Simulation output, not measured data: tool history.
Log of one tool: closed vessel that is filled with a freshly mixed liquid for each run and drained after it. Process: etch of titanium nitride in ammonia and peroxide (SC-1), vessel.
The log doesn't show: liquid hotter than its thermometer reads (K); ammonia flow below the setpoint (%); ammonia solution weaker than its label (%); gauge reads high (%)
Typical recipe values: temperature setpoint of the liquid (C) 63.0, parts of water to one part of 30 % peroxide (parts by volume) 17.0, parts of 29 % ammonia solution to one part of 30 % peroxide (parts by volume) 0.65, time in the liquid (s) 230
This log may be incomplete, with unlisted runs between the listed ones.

run	hour	temperature setpoint of the liquid (C)	parts of water to one part of 30 % peroxide (parts by volume)	parts of 29 % ammonia solution to one part of 30 % peroxide (parts by volume)	time in the liquid (s)	wafers since the last listed run	hours since the thermometer was replaced	hours since the ammonia flow meter was replaced	hours since the drum of ammonia solution was connected	hours since the gauge calibration	read-back film thickness of the titanium nitride reference wafer, read on the same gauge (nm)	thickness taken off the titanium nitride on a monitor wafer (Å)
1	0.0	57.5	17.0	0.75	230	0	965.3	648.0	105.4	669.0	142.98	259.4
2	65.9	57.5	17.0	0.75	230	5684	1031.2	713.9	171.3	734.9	143.31	259.9
3	99.9	63.0	17.0	0.65	230	2932	1065.2	747.9	205.3	768.9	143.52	363.3
4	167.8	63.0	17.0	0.65	230	5857	1133.1	815.8	273.2	836.8	143.96	361.5
5	195.6	63.0	15.0	0.65	230	2398	1160.9	843.6	301.0	864.6	144.13	385.0
6	243.5	63.0	15.0	0.65	230	4132	1208.8	891.5	348.9	912.5	144.49	384.8
7	297.0	65.5	17.0	0.65	230	4615	1262.3	945.0	402.4	966.0	144.87	429.3
8	328.4	65.5	17.0	0.65	230	2708	1293.7	976.4	433.8	997.4	145.12	427.2
9	374.2	65.5	17.0	0.65	230	3950	1339.5	1022.2	479.6	1043.2	145.45	426.9
10	436.0	63.0	17.0	0.65	230	5331	1401.3	1084.0	541.4	1105.0	145.98	369.6
11	488.4	63.0	17.0	0.65	230	4520	1453.7	1136.4	593.8	1157.4	146.46	371.6
12	541.3	63.0	21.0	0.65	230	4563	1506.6	1189.3	646.7	1210.3	146.90	329.3
# hour 642.2: new drum of ammonia solution connected
13	642.7	63.0	9.0	0.65	160	8660	1608.0	1290.7	0.5	1311.7	147.86	360.6
# hour 654.2: gauge calibrated
14	681.4	63.0	11.0	0.40	295	3338	1646.7	1329.4	39.2	27.2	139.10	521.6
15	725.5	57.5	17.0	0.75	230	3804	1690.8	1373.5	83.3	71.3	139.15	249.7
16	788.8	66.5	17.0	0.65	100	5460	1754.1	1436.8	146.6	134.6	139.17	189.5
17	858.2	66.0	17.0	0.65	330	5986	1823.5	1506.2	216.0	204.0	139.29	604.8
18	897.6	63.0	17.0	0.65	230	3398	1862.9	1545.6	255.4	243.4	139.36	350.1
# hour 922.8: ammonia flow meter replaced
# hour 953.1: thermometer replaced
19	953.5	58.5	21.0	0.80	230	4649	0.4	30.7	311.3	299.3	139.43	239.9
20	1022.3	68.0	23.5	0.65	230	5934	69.2	99.5	380.1	368.1	139.62	404.9
21	1122.8	69.5	10.5	0.40	310	8669	169.7	200.0	480.6	468.6	139.95	848.2
22	1158.0	63.0	17.0	0.85	330	3036	204.9	235.2	515.8	503.8	140.08	521.5
23	1212.8	63.0	17.0	0.75	230	4727	259.7	290.0	570.6	558.6	140.31	364.0
24	1270.4	63.0	9.0	0.50	155	4968	317.3	347.6	628.2	616.2	140.53	314.3
25	1324.2	63.0	11.5	0.85	230	4640	371.1	401.4	682.0	670.0	140.78	458.8
26	1382.8	63.0	20.5	0.65	315	5055	429.7	460.0	740.6	728.6	141.15	438.0

5 options for the next run, each taken on its own from the tool as it stands now. Forecast them:
A	1383.5	63.0	17.0	0.65	230	60	430.4	460.7	741.3	729.3	?	?
B	1383.5	59.0	17.0	0.90	340	60	430.4	460.7	741.3	729.3	?	?
C	1383.5	54.0	9.0	0.65	110	60	430.4	460.7	741.3	729.3	?	?
D	1383.5	57.5	15.0	0.90	100	60	430.4	460.7	741.3	729.3	?	?
E	1383.5	63.0	8.5	0.65	230	60	430.4	460.7	741.3	729.3	?	?

run	read-back film thickness of the titanium nitride reference wafer, read on the same gauge (nm)	thickness taken off the titanium nitride on a monitor wafer (Å)
A	141.17	354.9
B	141.17	428.0
C	141.17	131.0
D	141.17	121.9
E	141.17	511.2
Without the tool's unlogged condition, the same runs would have read:
run	thickness taken off the titanium nitride on a monitor wafer (Å)
A	352.0
B	424.5
C	129.9
D	120.9
E	507.0
